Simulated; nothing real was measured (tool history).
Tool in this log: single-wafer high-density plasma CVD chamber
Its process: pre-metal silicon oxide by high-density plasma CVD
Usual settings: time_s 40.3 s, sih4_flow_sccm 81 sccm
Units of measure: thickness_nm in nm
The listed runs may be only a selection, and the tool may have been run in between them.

run	day	time_s	sih4_flow_sccm	wafers since the last listed run	hours since the silane flow controller was replaced	hours since the gauge calibration	read-back reference wafer on the same gauge, thickness_nm	thickness_nm
1	0.000	40.3	81	0	2142.7	68.0	345.268	331.487
2	0.812	40.3	81	496	2162.2	87.5	345.310	332.851
3	1.217	37.6	81	246	2171.9	97.2	345.856	310.022
4	1.550	37.6	81	203	2179.9	105.2	345.681	309.513
5	1.883	40.3	81	203	2187.9	113.2	345.762	333.147
6	2.483	40.3	81	366	2202.3	127.6	346.223	332.521
# day 3.342: silane flow controller replaced
7	3.362	42.5	69	333	0.5	148.7	346.690	308.450
8	3.679	40.3	81	193	8.1	156.3	346.927	333.296
9	3.979	34.1	76	183	15.3	163.5	346.971	268.005
10	4.317	48.0	67	206	23.4	171.6	347.159	341.215
11	4.858	40.3	81	330	36.4	184.6	347.730	333.841
# day 5.138: gauge calibrated
12	5.504	42.8	70	394	51.9	8.8	345.025	313.264
13	6.075	34.3	97	348	65.6	22.5	344.818	328.286
14	6.450	46.9	81	229	74.6	31.5	345.030	385.944

What if the next run were any one of these 5? Each begins from the tool's condition after run 14:
A	6.467	40.3	81	10	75.0	31.9	?	?
B	6.467	32.4	81	10	75.0	31.9	?	?
C	6.467	36.5	68	10	75.0	31.9	?	?
D	6.467	33.8	65	10	75.0	31.9	?	?
E	6.467	44.5	86	10	75.0	31.9	?	?

run	read-back reference wafer on the same gauge, thickness_nm	thickness_nm
A	345.098	331.948
B	345.098	266.876
C	345.098	260.789
D	345.098	232.980
E	345.098	385.233
Without the tool's hidden state the same runs would have given:
run	thickness_nm
A	331.879
B	266.821
C	260.735
D	232.931
E	385.153

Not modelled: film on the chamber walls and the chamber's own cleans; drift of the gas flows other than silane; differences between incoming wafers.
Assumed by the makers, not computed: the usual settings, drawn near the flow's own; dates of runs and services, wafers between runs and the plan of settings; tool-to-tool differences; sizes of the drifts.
